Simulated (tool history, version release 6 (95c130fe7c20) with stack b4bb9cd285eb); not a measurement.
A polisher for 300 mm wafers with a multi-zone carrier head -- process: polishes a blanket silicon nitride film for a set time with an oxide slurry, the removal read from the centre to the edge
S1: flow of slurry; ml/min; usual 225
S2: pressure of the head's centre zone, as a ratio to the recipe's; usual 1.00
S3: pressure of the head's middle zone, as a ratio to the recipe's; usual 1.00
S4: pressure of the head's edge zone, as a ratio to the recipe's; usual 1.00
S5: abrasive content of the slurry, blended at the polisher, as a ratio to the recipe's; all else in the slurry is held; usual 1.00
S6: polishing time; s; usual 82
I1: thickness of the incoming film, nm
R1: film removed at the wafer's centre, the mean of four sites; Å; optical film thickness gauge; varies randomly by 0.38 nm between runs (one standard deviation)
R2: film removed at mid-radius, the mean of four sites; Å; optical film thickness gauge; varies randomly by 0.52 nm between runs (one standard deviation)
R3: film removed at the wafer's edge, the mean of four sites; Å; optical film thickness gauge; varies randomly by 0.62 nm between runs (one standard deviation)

Run 1, hour 0.0: usual settings; I1 297.2. Result: R1 439 Å, R2 426 Å, R3 427 Å.
Run 2, hour 23.8: usual settings; I1 299.1. Result: R1 443 Å, R2 436 Å, R3 426 Å.
Run 3, hour 59.5: usual settings; I1 298.3. Result: R1 438 Å, R2 429 Å, R3 422 Å.
At hour 112.2: worn pad replaced by a new one.
Run 4, hour 113.4: usual settings but S5 0.90, S6 92 s; I1 299.5. Result: R1 467 Å, R2 471 Å, R3 451 Å.
At hour 117.3: edge zone pressure recalibrated.
Run 5, hour 149.4: usual settings; I1 300.4. Result: R1 428 Å, R2 428 Å, R3 428 Å.
At hour 153.9: centre zone pressure recalibrated.
Run 6, hour 183.1: usual settings; I1 303.3. Result: R1 436 Å, R2 429 Å, R3 423 Å.
At hour 195.8: slurry nozzle cleaned.
Run 7, hour 209.2: usual settings but S4 1.04; I1 299.6. Result: R1 450 Å, R2 441 Å, R3 444 Å.
Run 8, hour 240.3: usual settings but S4 1.04; I1 296.7. Result: R1 446 Å, R2 455 Å, R3 434 Å.
At hour 256.4: carrier head's membrane replaced by a new one.
At hour 258.9: worn pad replaced by a new one.
Run 9, hour 275.8: usual settings but S1 295 ml/min, S4 1.10; I1 295.1. Result: R1 465 Å, R2 453 Å, R3 475 Å.
Run 10, hour 299.3: usual settings; I1 297.0. Result: R1 454 Å, R2 442 Å, R3 443 Å.
Run 11, hour 319.8: usual settings; I1 295.6. Result: R1 447 Å, R2 444 Å, R3 437 Å.
Run 12, hour 346.8: usual settings but S1 260 ml/min, S2 0.92, S4 0.89; I1 304.6. Result: R1 422 Å, R2 444 Å, R3 419 Å.
Run 13, hour 394.4: usual settings but S5 1.25; I1 298.7. Result: R1 485 Å, R2 467 Å, R3 476 Å.
At hour 399.5: worn pad replaced by a new one.
Run 14, hour 412.4: usual settings but S1 250 ml/min, S6 107 s; I1 295.4. Result: R1 597 Å, R2 574 Å, R3 573 Å.
Run 15, hour 424.6: usual settings but S1 175 ml/min, S2 1.03, S4 0.93, S6 104 s; I1 296.3. Result: R1 550 Å, R2 539 Å, R3 526 Å.
Run 16, hour 449.5: usual settings; I1 300.7. Result: R1 441 Å, R2 435 Å, R3 438 Å.
Run 17, hour 473.7: usual settings but S1 255 ml/min, S2 1.09, S3 1.10, S6 63 s; I1 299.3. Result: R1 371 Å, R2 369 Å, R3 331 Å.
Run 18, hour 566.7: usual settings; I1 299.6. Result: R1 436 Å, R2 432 Å, R3 420 Å.
At hour 572.3: worn pad replaced by a new one.
Run 19, hour 579.1: usual settings but S6 100 s; I1 303.9. Result: R1 520 Å, R2 527 Å, R3 523 Å.
Run 20, hour 601.1: usual settings but S2 0.89, S3 0.94; I1 296.6. Result: R1 388 Å, R2 405 Å, R3 430 Å.
At hour 604.9: slurry nozzle cleaned.
Run 21, hour 626.4: usual settings; I1 300.6. Result: R1 449 Å, R2 451 Å, R3 440 Å.

Each row is a separate what-if for the run after 21, all from the same tool condition, not one after another. Results?
Run A, hour 626.8: usual settings but S1 270 ml/min; I1 301.3. Result: R1 ?, R2 ?, R3 ?.
Run B, hour 626.8: usual settings but S2 1.03, S4 0.95; I1 301.3. Result: R1 ?, R2 ?, R3 ?.
Run C, hour 626.8: usual settings but S1 155 ml/min, S3 0.93, S5 1.25, S6 90 s; I1 301.3. Result: R1 ?, R2 ?, R3 ?.
Run D, hour 626.8: usual settings but S3 0.95; I1 301.3. Result: R1 ?, R2 ?, R3 ?.
Run E, hour 626.8: usual settings but S6 70 s; I1 301.3. Result: R1 ?, R2 ?, R3 ?.

run   R1   R2   R3
  A  463  456  442
  B  467  448  425
  C  516  485  505
  D  453  430  436
  E  387  382  372
The same runs, with their run-to-run variation unchanged, on a tool lacking any hidden condition would have given:
run   R1   R2   R3
  A  464  457  442
  B  468  449  426
  C  518  487  506
  D  454  431  436
  E  388  383  372
